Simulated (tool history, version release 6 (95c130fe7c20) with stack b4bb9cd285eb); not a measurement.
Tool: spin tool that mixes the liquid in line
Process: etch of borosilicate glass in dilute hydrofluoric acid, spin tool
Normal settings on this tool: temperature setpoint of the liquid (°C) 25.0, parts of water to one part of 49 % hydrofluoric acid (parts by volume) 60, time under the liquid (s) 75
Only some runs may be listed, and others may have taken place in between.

run    hour  temperature setpoint of the liquid (°C)  parts of water to one part of 49 % hydrofluoric acid (parts by volume)  time under the liquid (s)  wafers since the last listed run  hours since the thermometer was replaced  hours since the hydrofluoric acid flow meter was replaced  hours since the gauge calibration  read-back film thickness of the borosilicate glass reference wafer, read on the same gauge (nm)  thickness taken off the borosilicate glass on a monitor wafer (nm)
  1     0.0                                     25.0                                                                      75                         75                                 0                                     661.1                                                      445.8                              628.3                                                                                            80.02                                                               27.07
  2    45.9                                     25.0                                                                      75                         75                               333                                     707.0                                                      491.7                              674.2                                                                                            80.00                                                               27.22
  3   115.7                                     25.0                                                                      60                         75                               506                                     776.8                                                      561.5                              744.0                                                                                            80.01                                                               34.60
  4   154.8                                     25.0                                                                      60                         75                               283                                     815.9                                                      600.6                              783.1                                                                                            80.01                                                               34.53
  5   187.9                                     25.0                                                                      60                         75                               240                                     849.0                                                      633.7                              816.2                                                                                            79.99                                                               34.46
  6   283.8                                     25.0                                                                      60                         90                               695                                     944.9                                                      729.6                              912.1                                                                                            80.00                                                               41.09
  7   316.9                                     26.5                                                                      75                         75                               240                                     978.0                                                      762.7                              945.2                                                                                            80.00                                                               28.48
  8   348.4                                     26.5                                                                      75                         75                               228                                    1009.5                                                      794.2                              976.7                                                                                            79.99                                                               28.58
  9   400.8                                     24.0                                                                      60                         75                               380                                    1061.9                                                      846.6                             1029.1                                                                                            80.00                                                               33.09
 10   455.7                                     24.0                                                                      60                         75                               398                                    1116.8                                                      901.5                             1084.0                                                                                            80.00                                                               32.95
 11   485.6                                     20.0                                                                      70                         45                               216                                    1146.7                                                      931.4                             1113.9                                                                                            80.01                                                               14.12
 12   555.7                                     23.5                                                                      80                         30                               508                                    1216.8                                                     1001.5                             1184.0                                                                                            80.03                                                                9.48
 13   620.9                                     25.0                                                                      40                         75                               473                                    1282.0                                                     1066.7                             1249.2                                                                                            79.99                                                               52.65
 14   658.7                                     26.5                                                                      75                         75                               274                                    1319.8                                                     1104.5                             1287.0                                                                                            80.00                                                               28.54
 15   692.3                                     25.0                                                                      70                         75                               243                                    1353.4                                                     1138.1                             1320.6                                                                                            79.99                                                               28.94
      702.4  -- hydrofluoric acid flow meter replaced
      705.3  -- gauge calibrated
 16   725.5                                     23.0                                                                      75                         95                               233                                    1386.6                                                       23.1                               20.2                                                                                            79.97                                                               31.70
 17   766.7                                     25.0                                                                      60                         75                               298                                    1427.8                                                       64.3                               61.4                                                                                            79.96                                                               34.56
      834.6  -- thermometer replaced
 18   855.4                                     28.5                                                                      60                        105                               636                                      20.8                                                      153.0                              150.1                                                                                            79.97                                                               55.51
 19  1005.3                                     26.5                                                                      40                         35                              1087                                     170.7                                                      302.9                              300.0                                                                                            80.00                                                               26.29
 20  1046.7                                     25.0                                                                      50                         75                               300                                     212.1                                                      344.3                              341.4                                                                                            79.97                                                               42.10
 21  1105.0                                     25.0                                                                      70                         75                               423                                     270.4                                                      402.6                              399.7                                                                                            80.02                                                               29.27

4 ways to go on from here, each from the tool as it stands after run 21. What would each give?
  A  1105.4                                     25.0                                                                      30                         75                                 2                                     270.8                                                      403.0                              400.1                                                                                                ?                                                                   ?
  B  1105.4                                     28.0                                                                      35                        100                                 2                                     270.8                                                      403.0                              400.1                                                                                                ?                                                                   ?
  C  1105.4                                     23.0                                                                      75                         90                                 2                                     270.8                                                      403.0                              400.1                                                                                                ?                                                                   ?
  D  1105.4                                     27.5                                                                      45                         95                                 2                                     270.8                                                      403.0                              400.1                                                                                                ?                                                                   ?

run  read-back film thickness of the borosilicate glass reference wafer, read on the same gauge (nm)  thickness taken off the borosilicate glass on a monitor wafer (nm)
  A                                                                                            79.99                                                               71.77
  B                                                                                            79.99                                                               92.09
  C                                                                                            79.99                                                               29.90
  D                                                                                            79.99                                                               65.70
With no hidden state in the tool, these same runs would have given:
run  thickness taken off the borosilicate glass on a monitor wafer (nm)
  A                                                               72.39
  B                                                               92.89
  C                                                               30.16
  D                                                               66.28

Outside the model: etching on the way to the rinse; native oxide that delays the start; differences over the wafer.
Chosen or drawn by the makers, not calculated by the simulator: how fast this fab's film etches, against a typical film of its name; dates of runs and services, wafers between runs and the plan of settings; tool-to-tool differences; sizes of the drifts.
